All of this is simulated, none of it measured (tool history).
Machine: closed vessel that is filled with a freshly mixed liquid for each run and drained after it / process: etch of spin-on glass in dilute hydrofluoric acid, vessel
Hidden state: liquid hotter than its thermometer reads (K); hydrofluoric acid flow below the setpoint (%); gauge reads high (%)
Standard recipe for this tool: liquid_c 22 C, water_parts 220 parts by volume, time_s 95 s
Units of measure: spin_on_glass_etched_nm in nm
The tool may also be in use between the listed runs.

| run | day | liquid_c | water_parts | time_s | wafers since the last listed run | hours since the thermometer was replaced | hours since the hydrofluoric acid flow meter was replaced | hours since the gauge calibration | read-back film thickness of the spin-on glass reference wafer, read on the same gauge (nm) | spin_on_glass_etched_nm |
|---|---|---|---|---|---|---|---|---|---|---|
| 1 | 0 | 22 | 220 | 95 | 0 | 97 | 1216.6 | 666.3 | 29.99 | 12.3 |
| 2 | 0.85 | 22 | 220 | 95 | 2757 | 117.4 | 1237 | 686.7 | 30.03 | 12.26 |
| 3 | 1.392 | 22 | 180 | 95 | 1757 | 130.4 | 1250 | 699.7 | 30.03 | 15.74 |
| 4 | 2.746 | 22 | 180 | 95 | 4393 | 162.9 | 1282.5 | 732.2 | 30.02 | 15.92 |
| 5 | 3.579 | 22 | 220 | 95 | 2703 | 182.9 | 1302.5 | 752.2 | 30 | 12.52 |
| 6 | 4.958 | 22 | 135 | 130 | 4474 | 216 | 1335.6 | 785.3 | 30.01 | 30.04 |
| 7 | 5.725 | 22 | 135 | 130 | 2487 | 234.4 | 1354 | 803.7 | 29.99 | 30.32 |
| 8 | 6.379 | 22 | 135 | 130 | 2122 | 250.1 | 1369.7 | 819.4 | 29.99 | 30.3 |
| 9 | 7.179 | 22 | 220 | 80 | 2595 | 269.3 | 1388.9 | 838.6 | 30 | 10.53 |
| 10 | 8.675 | 22 | 220 | 80 | 4852 | 305.2 | 1424.8 | 874.5 | 29.99 | 10.45 |
| 11 | 12.671 | 22 | 220 | 85 | 12962 | 401.1 | 1520.7 | 970.4 | 30.01 | 11.22 |
| 12 | 13.229 | 22 | 220 | 95 | 1811 | 414.5 | 1534.1 | 983.8 | 30.01 | 12.6 |
| 13 | 13.979 | 22 | 220 | 95 | 2433 | 432.5 | 1552.1 | 1001.8 | 29.99 | 12.54 |
|  | 14.746 | gauge calibrated |
| 14 | 15.354 | 22 | 220 | 95 | 4460 | 465.5 | 1585.1 | 14.6 | 29.99 | 12.22 |
| 15 | 15.9 | 24 | 220 | 95 | 1770 | 478.6 | 1598.2 | 27.7 | 29.99 | 13.47 |
| 16 | 17.133 | 22 | 295 | 95 | 4001 | 508.2 | 1627.8 | 57.3 | 29.98 | 8.63 |
| 17 | 18.121 | 22 | 220 | 95 | 3203 | 531.9 | 1651.5 | 81 | 30 | 12.53 |
| 18 | 19.475 | 22 | 300 | 130 | 4393 | 564.4 | 1684 | 113.5 | 29.98 | 11.51 |
|  | 19.958 | hydrofluoric acid flow meter replaced |
| 19 | 20.717 | 25 | 320 | 120 | 3892 | 594.2 | 18.2 | 143.3 | 30.01 | 11.02 |
| 20 | 22.017 | 22 | 220 | 95 | 4217 | 625.4 | 49.4 | 174.5 | 29.99 | 12.59 |
| 21 | 22.562 | 22 | 220 | 95 | 1770 | 638.5 | 62.5 | 187.6 | 30.01 | 12.51 |
| 22 | 23.479 | 25.5 | 220 | 115 | 2973 | 660.5 | 84.5 | 209.6 | 30 | 17.26 |
| 23 | 24.575 | 20.5 | 220 | 95 | 3555 | 686.8 | 110.8 | 235.9 | 30.02 | 11.85 |
| 24 | 25.242 | 19 | 220 | 70 | 2162 | 702.8 | 126.8 | 251.9 | 30.02 | 8.08 |
| 25 | 25.954 | 22 | 120 | 95 | 2311 | 719.9 | 143.9 | 269 | 30.02 | 25.19 |
| 26 | 26.571 | 22 | 220 | 95 | 2000 | 734.7 | 158.7 | 283.8 | 30 | 12.3 |
| 27 | 27.204 | 22 | 220 | 125 | 2054 | 749.9 | 173.9 | 299 | 30.01 | 16.18 |
|  | 27.804 | thermometer replaced |
| 28 | 28.379 | 19 | 130 | 75 | 3676 | 13.8 | 202.1 | 327.2 | 30.01 | 16.11 |
| 29 | 29.671 | 22 | 220 | 95 | 4190 | 44.8 | 233.1 | 358.2 | 30 | 12.6 |
| 30 | 31.017 | 22 | 220 | 95 | 4366 | 77.1 | 265.4 | 390.5 | 29.98 | 12.41 |
| 31 | 32.025 | 22 | 260 | 95 | 3271 | 101.3 | 289.6 | 414.7 | 30.01 | 10.11 |
| 32 | 33.521 | 20 | 220 | 95 | 4852 | 137.2 | 325.5 | 450.6 | 30.01 | 11.51 |
| 33 | 34.092 | 19 | 220 | 55 | 1851 | 150.9 | 339.2 | 464.3 | 30.03 | 6.37 |
| 34 | 35.554 | 17 | 220 | 95 | 4744 | 186 | 374.3 | 499.4 | 29.98 | 10.44 |

Branching from run 34: 4 alternative next runs. What would each branch give?
| A | 35.583 | 22 | 220 | 95 | 94 | 186.7 | 375 | 500.1 | ? | ? |
| B | 35.583 | 18.5 | 220 | 125 | 94 | 186.7 | 375 | 500.1 | ? | ? |
| C | 35.583 | 20 | 220 | 135 | 94 | 186.7 | 375 | 500.1 | ? | ? |
| D | 35.583 | 20 | 300 | 95 | 94 | 186.7 | 375 | 500.1 | ? | ? |

| run | read-back film thickness of the spin-on glass reference wafer, read on the same gauge (nm) | spin_on_glass_etched_nm |
|---|---|---|
| A | 30.02 | 12.22 |
| B | 30.02 | 14.07 |
| C | 30.02 | 16.1 |
| D | 30.02 | 7.72 |
What these runs would have given with no unlogged condition in the tool:
| run | spin_on_glass_etched_nm |
|---|---|
| A | 12.22 |
| B | 14.07 |
| C | 16.1 |
| D | 7.72 |

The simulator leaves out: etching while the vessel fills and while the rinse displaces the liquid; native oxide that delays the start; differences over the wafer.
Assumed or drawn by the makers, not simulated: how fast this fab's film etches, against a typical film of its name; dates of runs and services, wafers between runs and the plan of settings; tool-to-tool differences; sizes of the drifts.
